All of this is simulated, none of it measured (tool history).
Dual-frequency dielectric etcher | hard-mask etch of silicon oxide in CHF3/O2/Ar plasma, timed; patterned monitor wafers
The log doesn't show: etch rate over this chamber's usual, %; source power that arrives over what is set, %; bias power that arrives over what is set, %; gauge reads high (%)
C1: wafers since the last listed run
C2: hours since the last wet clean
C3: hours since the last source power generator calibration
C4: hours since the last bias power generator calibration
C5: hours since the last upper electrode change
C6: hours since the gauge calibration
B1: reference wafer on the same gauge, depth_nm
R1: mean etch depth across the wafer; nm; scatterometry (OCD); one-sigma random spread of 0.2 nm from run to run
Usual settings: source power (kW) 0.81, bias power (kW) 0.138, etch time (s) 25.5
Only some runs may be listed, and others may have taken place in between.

Run 1, hour 0: usual settings but source power (kW) 0.85, etch time (s) 28; C1 0; C2 118.8; C3 3861.9; C4 1972.6; C5 2889.4; C6 495.3; B1 50.1. Result: R1 55.6 nm.
Run 2, hour 101.1: usual settings but source power (kW) 0.85, etch time (s) 28; C1 1280; C2 219.9; C3 3963; C4 2073.7; C5 2990.5; C6 596.4; B1 50.3. Result: R1 56.2 nm.
Run 3, hour 202.2: usual settings but source power (kW) 0.95; C1 1280; C2 321; C3 4064.1; C4 2174.8; C5 3091.6; C6 697.5; B1 50.5. Result: R1 54.1 nm.
At hour 301.9: wet clean of the chamber.
Run 4, hour 302.4: usual settings but source power (kW) 0.95; C1 965; C2 0.5; C3 4164.3; C4 2275; C5 3191.8; C6 797.7; B1 50.6. Result: R1 54.3 nm.
At hour 358.4: upper electrode replaced.
Run 5, hour 358.9: usual settings but source power (kW) 0.95; C1 411; C2 57; C3 4220.8; C4 2331.5; C5 0.5; C6 854.2; B1 50.7. Result: R1 54.3 nm.
Run 6, hour 443.5: usual settings; C1 1071; C2 141.6; C3 4305.4; C4 2416.1; C5 85.1; C6 938.8; B1 50.8. Result: R1 50.3 nm.
At hour 460.6: source power generator calibrated.
Run 7, hour 510.6: usual settings; C1 799; C2 208.7; C3 50; C4 2483.2; C5 152.2; C6 1005.9; B1 51.1. Result: R1 50.7 nm.
Run 8, hour 565.7: usual settings; C1 697; C2 263.8; C3 105.1; C4 2538.3; C5 207.3; C6 1061; B1 51.1. Result: R1 50.4 nm.
Run 9, hour 667.5: usual settings but bias power (kW) 0.115; C1 1289; C2 365.6; C3 206.9; C4 2640.1; C5 309.1; C6 1162.8; B1 51.4. Result: R1 47.6 nm.
At hour 724.1: gauge calibrated.
At hour 756.3: bias power generator calibrated.
Run 10, hour 772.7: usual settings but source power (kW) 0.99, bias power (kW) 0.106, etch time (s) 29.5; C1 1281; C2 470.8; C3 312.1; C4 16.4; C5 414.3; C6 48.6; B1 49.8. Result: R1 58.3 nm.
At hour 809.1: wet clean of the chamber.
Run 11, hour 823.4: usual settings but source power (kW) 0.86, bias power (kW) 0.117, etch time (s) 21; C1 338; C2 14.3; C3 362.8; C4 67.1; C5 465; C6 99.3; B1 49.8. Result: R1 39.6 nm.
Run 12, hour 909.7: usual settings; C1 1093; C2 100.6; C3 449.1; C4 153.4; C5 551.3; C6 185.6; B1 49.7. Result: R1 49.2 nm.
Run 13, hour 966.3: usual settings but source power (kW) 0.98; C1 716; C2 157.2; C3 505.7; C4 210; C5 607.9; C6 242.2; B1 49.9. Result: R1 54.6 nm.
Run 14, hour 1010.7: usual settings but source power (kW) 0.7, etch time (s) 23; C1 562; C2 201.6; C3 550.1; C4 254.4; C5 652.3; C6 286.6; B1 50. Result: R1 40.8 nm.
Run 15, hour 1069.3: usual settings but source power (kW) 0.64, bias power (kW) 0.12, etch time (s) 19.5; C1 742; C2 260.2; C3 608.7; C4 313; C5 710.9; C6 345.2; B1 50. Result: R1 31.4 nm.
Run 16, hour 1133.5: usual settings but source power (kW) 0.72, bias power (kW) 0.115, etch time (s) 19.5; C1 813; C2 324.4; C3 672.9; C4 377.2; C5 775.1; C6 409.4; B1 50. Result: R1 33.2 nm.

3 ways to go on from here, each from the tool as it stands after run 16. What would each give?
Run A, hour 1133.9: usual settings; C1 5; C2 324.8; C3 673.3; C4 377.6; C5 775.5; C6 409.8; B1 ?. Result: R1 ?.
Run B, hour 1133.9: usual settings but bias power (kW) 0.153; C1 5; C2 324.8; C3 673.3; C4 377.6; C5 775.5; C6 409.8; B1 ?. Result: R1 ?.
Run C, hour 1133.9: usual settings but source power (kW) 0.99, bias power (kW) 0.162; C1 5; C2 324.8; C3 673.3; C4 377.6; C5 775.5; C6 409.8; B1 ?. Result: R1 ?.

run    B1    R1
  A  50.1  49.3
  B  50.1  51.1
  C  50.1    58
With no hidden state in the tool, these same runs would have given:
run    R1
  A  49.3
  B  51.1
  C    58
